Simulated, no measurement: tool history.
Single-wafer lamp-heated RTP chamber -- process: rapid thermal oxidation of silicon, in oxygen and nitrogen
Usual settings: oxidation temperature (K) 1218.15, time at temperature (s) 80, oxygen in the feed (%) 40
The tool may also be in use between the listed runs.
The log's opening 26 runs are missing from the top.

run   hour  oxidation temperature (K)  time at temperature (s)  oxygen in the feed (%)  wafers since the last listed run  wafers since the last pyrometer calibration  hours since the oxygen flow controller was replaced  hours since the gauge calibration  read-back reference wafer on the same gauge, thickness  oxide thickness on the monitor wafer (nm)
 27  658.9                    1218.15                       53                      40                               315                                         2183                                                 39.2                                499                                                   3.021                                      3.195
     672.5  -- pyrometer window cleaned and pyrometer calibrated
 28  673.8                    1218.15                       80                      22                                90                                           16                                                 54.1                              513.9                                                   3.018                                      3.197
 29    697                    1218.15                       80                      17                               304                                          321                                                 77.3                              537.1                                                   3.024                                      3.041
 30  709.8                    1240.15                       97                      31                               168                                          489                                                 90.1                              549.9                                                   3.024                                      4.159
 31  736.7                    1246.15                       64                      25                               353                                          842                                                  117                              576.8                                                    3.03                                      3.521
 32  754.2                    1208.15                       43                      23                               229                                         1072                                                134.5                              594.3                                                   3.021                                      2.685
 33  779.8                    1218.15                       80                      40                               336                                         1408                                                160.1                              619.9                                                   3.029                                      3.653
 34    792                    1218.15                       80                      23                               160                                         1569                                                172.3                              632.1                                                   3.027                                      3.231
 35  812.5                    1218.15                       80                      40                               269                                         1838                                                192.8                              652.6                                                   3.028                                      3.672
 36  847.4                    1209.15                       42                      62                               458                                         2296                                                227.7                              687.5                                                   3.031                                      3.123
 37  878.5                    1188.15                       56                      40                               408                                         2705                                                258.8                              718.6                                                   3.036                                      2.885

Each row is a separate what-if for the run after 37, all from the same tool condition, not one after another. Results?
  A  878.9                    1218.15                       80                      40                                 5                                         2710                                                259.2                                719                                                       ?                                          ?
  B  878.9                    1195.15                       41                      29                                 5                                         2710                                                259.2                                719                                                       ?                                          ?
  C  878.9                    1230.15                       80                      67                                 5                                         2710                                                259.2                                719                                                       ?                                          ?
  D  878.9                    1218.15                       80                      59                                 5                                         2710                                                259.2                                719                                                       ?                                          ?
  E  878.9                    1235.15                       80                      40                                 5                                         2710                                                259.2                                719                                                       ?                                          ?

run  read-back reference wafer on the same gauge, thickness  oxide thickness on the monitor wafer (nm)
  A                                                   3.033                                      3.661
  B                                                   3.033                                      2.639
  C                                                   3.033                                      4.575
  D                                                   3.033                                      4.059
  E                                                   3.033                                      4.059
Take away the tool's hidden state, keep each run's random variation, and the runs would have read:
run  oxide thickness on the monitor wafer (nm)
  A                                      3.509
  B                                       2.53
  C                                      4.386
  D                                      3.891
  E                                      3.891
